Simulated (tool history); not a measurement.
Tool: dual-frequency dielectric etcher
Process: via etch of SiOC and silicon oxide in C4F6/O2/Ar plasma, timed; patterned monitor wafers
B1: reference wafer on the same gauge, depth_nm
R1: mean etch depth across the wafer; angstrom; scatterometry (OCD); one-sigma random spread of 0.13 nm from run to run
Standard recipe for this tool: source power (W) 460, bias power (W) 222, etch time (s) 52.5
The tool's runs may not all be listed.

run 1 hour=0 | source_power_(W)=460 bias_power_(W)=222 etch_time_(s)=52.5 | B1=50.9 | R1=611
run 2 hour=0.4 | source_power_(W)=460 bias_power_(W)=222 etch_time_(s)=41.5 | B1=51 | R1=482
run 3 hour=10.9 | source_power_(W)=370 bias_power_(W)=222 etch_time_(s)=52.5 | B1=50.9 | R1=539
-- hour=16.2 source power generator calibrated
run 4 hour=23.4 | source_power_(W)=370 bias_power_(W)=222 etch_time_(s)=52.5 | B1=50.9 | R1=538
run 5 hour=39.3 | source_power_(W)=460 bias_power_(W)=222 etch_time_(s)=52.5 | B1=50.8 | R1=609
run 6 hour=51.1 | source_power_(W)=460 bias_power_(W)=222 etch_time_(s)=52.5 | B1=50.9 | R1=609
run 7 hour=62.8 | source_power_(W)=460 bias_power_(W)=173 etch_time_(s)=63 | B1=50.9 | R1=705
-- hour=92.7 wet clean of the chamber
run 8 hour=93.2 | source_power_(W)=390 bias_power_(W)=222 etch_time_(s)=52.5 | B1=50.9 | R1=565
run 9 hour=93.5 | source_power_(W)=380 bias_power_(W)=177 etch_time_(s)=59 | B1=50.9 | R1=601
run 10 hour=95.6 | source_power_(W)=360 bias_power_(W)=196 etch_time_(s)=60.5 | B1=50.9 | R1=608
run 11 hour=106.3 | source_power_(W)=500 bias_power_(W)=222 etch_time_(s)=45 | B1=50.9 | R1=553
run 12 hour=116.9 | source_power_(W)=540 bias_power_(W)=185 etch_time_(s)=52.5 | B1=50.9 | R1=654
-- hour=122 gauge calibrated
run 13 hour=129.2 | source_power_(W)=350 bias_power_(W)=222 etch_time_(s)=52.5 | B1=50.9 | R1=527
run 14 hour=147.1 | source_power_(W)=460 bias_power_(W)=266 etch_time_(s)=52.5 | B1=50.9 | R1=636
run 15 hour=153.6 | source_power_(W)=460 bias_power_(W)=222 etch_time_(s)=61 | B1=50.9 | R1=719
run 16 hour=164.8 | source_power_(W)=500 bias_power_(W)=222 etch_time_(s)=45 | B1=50.9 | R1=551
run 17 hour=176.1 | source_power_(W)=460 bias_power_(W)=246 etch_time_(s)=62 | B1=50.9 | R1=742
run 18 hour=186.9 | source_power_(W)=570 bias_power_(W)=261 etch_time_(s)=37 | B1=50.9 | R1=499
run 19 hour=199.2 | source_power_(W)=460 bias_power_(W)=222 etch_time_(s)=52.5 | B1=50.9 | R1=616
run 20 hour=214.5 | source_power_(W)=400 bias_power_(W)=195 etch_time_(s)=39 | B1=50.9 | R1=415
run 21 hour=226.5 | source_power_(W)=460 bias_power_(W)=222 etch_time_(s)=52.5 | B1=50.9 | R1=615
-- hour=236.1 bias power generator calibrated
run 22 hour=239.4 | source_power_(W)=460 bias_power_(W)=269 etch_time_(s)=52.5 | B1=50.9 | R1=634
run 23 hour=249.7 | source_power_(W)=460 bias_power_(W)=222 etch_time_(s)=52.5 | B1=50.9 | R1=614
run 24 hour=259.9 | source_power_(W)=460 bias_power_(W)=222 etch_time_(s)=52.5 | B1=50.9 | R1=614
run 25 hour=272.4 | source_power_(W)=460 bias_power_(W)=222 etch_time_(s)=57.5 | B1=50.9 | R1=674
run 26 hour=285.9 | source_power_(W)=460 bias_power_(W)=222 etch_time_(s)=52.5 | B1=50.9 | R1=614
run 27 hour=297.6 | source_power_(W)=460 bias_power_(W)=222 etch_time_(s)=52.5 | B1=50.9 | R1=614
run 28 hour=310.6 | source_power_(W)=380 bias_power_(W)=205 etch_time_(s)=67.5 | B1=50.9 | R1=700
run 29 hour=321.5 | source_power_(W)=390 bias_power_(W)=274 etch_time_(s)=38 | B1=50.9 | R1=419
run 30 hour=369.2 | source_power_(W)=520 bias_power_(W)=257 etch_time_(s)=39.5 | B1=50.9 | R1=506
run 31 hour=382.7 | source_power_(W)=540 bias_power_(W)=274 etch_time_(s)=52.5 | B1=50.9 | R1=690

Exercise: give the hidden state of the tool at every run:
source power that arrives over what is set, %: 0 across all the runs
bias power that arrives over what is set, %: 0 across all the runs
gauge reads high (%): 0 across all the runs
H1: etch rate over this chamber's usual, %
run=1 H1=-1.45
run=2 H1=-1.45
run=3 H1=-1.49
run=4 H1=-1.53
run=5 H1=-1.58
run=6 H1=-1.62
run=7 H1=-1.66
run=8 H1=-0.0885
run=9 H1=-0.0895
run=10 H1=-0.0967
run=11 H1=-0.133
run=12 H1=-0.169
run=13 H1=-0.211
run=14 H1=-0.273
run=15 H1=-0.295
run=16 H1=-0.333
run=17 H1=-0.372
run=18 H1=-0.409
run=19 H1=-0.451
run=20 H1=-0.503
run=21 H1=-0.544
run=22 H1=-0.588
run=23 H1=-0.623
run=24 H1=-0.658
run=25 H1=-0.701
run=26 H1=-0.747
run=27 H1=-0.787
run=28 H1=-0.831
run=29 H1=-0.868
run=30 H1=-1.03
run=31 H1=-1.08
